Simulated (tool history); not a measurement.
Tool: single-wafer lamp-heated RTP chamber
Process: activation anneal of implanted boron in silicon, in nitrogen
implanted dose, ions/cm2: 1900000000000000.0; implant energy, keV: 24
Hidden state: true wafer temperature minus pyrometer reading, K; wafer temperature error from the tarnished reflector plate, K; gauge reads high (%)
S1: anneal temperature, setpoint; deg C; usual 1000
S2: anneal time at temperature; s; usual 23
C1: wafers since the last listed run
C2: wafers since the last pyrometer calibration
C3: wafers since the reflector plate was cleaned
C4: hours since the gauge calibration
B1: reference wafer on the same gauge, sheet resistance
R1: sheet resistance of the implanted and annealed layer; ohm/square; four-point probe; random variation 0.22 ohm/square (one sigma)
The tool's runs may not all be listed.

Run 1, day 0.000: usual settings but S1 1012 deg C; C1 0; C2 5929; C3 11014; C4 652.6; B1 77.33. Result: R1 69.90 ohm/square.
Run 2, day 0.358: usual settings; C1 89; C2 6018; C3 11104; C4 661.2; B1 77.30. Result: R1 72.17 ohm/square.
Run 3, day 0.846: usual settings; C1 122; C2 6141; C3 11227; C4 672.9; B1 77.28. Result: R1 72.02 ohm/square.
Run 4, day 1.958: usual settings but S2 27 s; C1 278; C2 6420; C3 11505; C4 699.6; B1 77.32. Result: R1 71.53 ohm/square.
Run 5, day 2.550: usual settings but S2 27 s; C1 148; C2 6568; C3 11654; C4 713.8; B1 77.31. Result: R1 71.46 ohm/square.
Run 6, day 3.046: usual settings but S2 27 s; C1 124; C2 6692; C3 11778; C4 725.7; B1 77.30. Result: R1 71.61 ohm/square.
Run 7, day 3.746: usual settings; C1 175; C2 6868; C3 11954; C4 742.5; B1 77.33. Result: R1 71.56 ohm/square.
At day 5.146: pyrometer window cleaned and pyrometer calibrated.
Run 8, day 5.517: usual settings; C1 360; C2 93; C3 12314; C4 785.0; B1 77.26. Result: R1 74.74 ohm/square.
At day 5.521: gauge calibrated.
Run 9, day 5.938: usual settings but S1 982 deg C, S2 30 s; C1 105; C2 198; C3 12420; C4 10.0; B1 77.41. Result: R1 80.33 ohm/square.
Run 10, day 6.396: usual settings but S1 982 deg C, S2 30 s; C1 114; C2 313; C3 12535; C4 21.0; B1 77.31. Result: R1 80.14 ohm/square.
Run 11, day 6.842: usual settings but S2 29 s; C1 111; C2 425; C3 12646; C4 31.7; B1 77.33. Result: R1 73.80 ohm/square.
Run 12, day 7.504: usual settings but S2 29 s; C1 166; C2 591; C3 12813; C4 47.6; B1 77.25. Result: R1 74.57 ohm/square.
Run 13, day 8.050: usual settings but S2 31 s; C1 136; C2 728; C3 12949; C4 60.7; B1 77.28. Result: R1 74.05 ohm/square.
Run 14, day 8.425: usual settings but S2 31 s; C1 94; C2 822; C3 13043; C4 69.7; B1 77.29. Result: R1 73.83 ohm/square.
Run 15, day 9.092: usual settings but S2 31 s; C1 167; C2 989; C3 13211; C4 85.7; B1 77.30. Result: R1 73.49 ohm/square.
Run 16, day 9.646: usual settings but S2 34 s; C1 138; C2 1128; C3 13350; C4 99.0; B1 77.30. Result: R1 73.48 ohm/square.
Run 17, day 10.367: usual settings but S1 983 deg C, S2 35 s; C1 180; C2 1309; C3 13530; C4 116.3; B1 77.27. Result: R1 78.75 ohm/square.
Run 18, day 10.829: usual settings but S1 1019 deg C, S2 13 s; C1 115; C2 1425; C3 13646; C4 127.4; B1 77.26. Result: R1 71.97 ohm/square.
Run 19, day 11.296: usual settings but S1 1008 deg C, S2 28 s; C1 117; C2 1542; C3 13763; C4 138.6; B1 77.33. Result: R1 72.10 ohm/square.
Run 20, day 11.846: usual settings but S1 1020 deg C, S2 11 s; C1 137; C2 1680; C3 13901; C4 151.8; B1 77.32. Result: R1 72.04 ohm/square.
At day 12.425: reflector plate cleaned.
Run 21, day 12.446: usual settings but S1 1010 deg C, S2 35 s; C1 66; C2 1747; C3 5; C4 166.2; B1 77.30. Result: R1 71.00 ohm/square.
Run 22, day 12.825: usual settings but S1 1014 deg C, S2 10 s; C1 95; C2 1842; C3 100; C4 175.3; B1 77.21. Result: R1 73.70 ohm/square.
Run 23, day 13.125: usual settings but S1 978 deg C, S2 35 s; C1 75; C2 1917; C3 175; C4 182.5; B1 77.35. Result: R1 80.88 ohm/square.
Run 24, day 13.646: usual settings; C1 130; C2 2048; C3 306; C4 195.0; B1 77.34. Result: R1 74.36 ohm/square.
Run 25, day 14.279: usual settings but S1 973 deg C; C1 158; C2 2206; C3 465; C4 210.2; B1 77.37. Result: R1 85.96 ohm/square.
Run 26, day 16.325: usual settings but S1 1015 deg C, S2 14 s; C1 513; C2 2719; C3 978; C4 259.3; B1 77.30. Result: R1 72.27 ohm/square.
Run 27, day 16.817: usual settings but S1 990 deg C, S2 16 s; C1 123; C2 2843; C3 1101; C4 271.1; B1 77.29. Result: R1 79.02 ohm/square.
Run 28, day 17.246: usual settings but S1 992 deg C, S2 32 s; C1 107; C2 2950; C3 1209; C4 281.4; B1 77.36. Result: R1 75.65 ohm/square.
Run 29, day 17.592: usual settings; C1 86; C2 3037; C3 1295; C4 289.7; B1 77.26. Result: R1 74.09 ohm/square.
Run 30, day 18.033: usual settings; C1 110; C2 3148; C3 1406; C4 300.3; B1 77.20. Result: R1 73.92 ohm/square.
Run 31, day 18.546: usual settings but S1 1012 deg C, S2 11 s; C1 128; C2 3276; C3 1535; C4 312.6; B1 77.29. Result: R1 73.26 ohm/square.
Run 32, day 19.104: usual settings but S1 991 deg C, S2 33 s; C1 140; C2 3416; C3 1675; C4 326.0; B1 77.31. Result: R1 75.50 ohm/square.
Run 33, day 19.638: usual settings; C1 133; C2 3550; C3 1808; C4 338.8; B1 77.36. Result: R1 73.88 ohm/square.
Run 34, day 19.946: usual settings but S1 985 deg C; C1 77; C2 3627; C3 1886; C4 346.2; B1 77.32. Result: R1 78.83 ohm/square.
Run 35, day 20.625: usual settings; C1 170; C2 3798; C3 2056; C4 362.5; B1 77.25. Result: R1 73.60 ohm/square.
Run 36, day 21.242: usual settings but S1 1022 deg C; C1 154; C2 3952; C3 2211; C4 377.3; B1 77.32. Result: R1 69.32 ohm/square.
Run 37, day 21.600: usual settings; C1 89; C2 4042; C3 2301; C4 385.9; B1 77.36. Result: R1 73.46 ohm/square.

Forecast each of these 4 alternatives for the next run:
Run A, day 21.617: usual settings; C1 4; C2 4046; C3 2305; C4 386.3; B1 ?. Result: R1 ?.
Run B, day 21.617: usual settings but S1 970 deg C, S2 27 s; C1 4; C2 4046; C3 2305; C4 386.3; B1 ?. Result: R1 ?.
Run C, day 21.617: usual settings but S1 977 deg C, S2 34 s; C1 4; C2 4046; C3 2305; C4 386.3; B1 ?. Result: R1 ?.
Run D, day 21.617: usual settings but S1 1017 deg C, S2 32 s; C1 4; C2 4046; C3 2305; C4 386.3; B1 ?. Result: R1 ?.

run     B1     R1
  A  77.33  73.84
  B  77.33  84.74
  C  77.33  79.99
  D  77.33  69.49
Without the tool's hidden state the same runs would have given:
run     R1
  A  75.54
  B  88.57
  C  82.89
  D  70.57
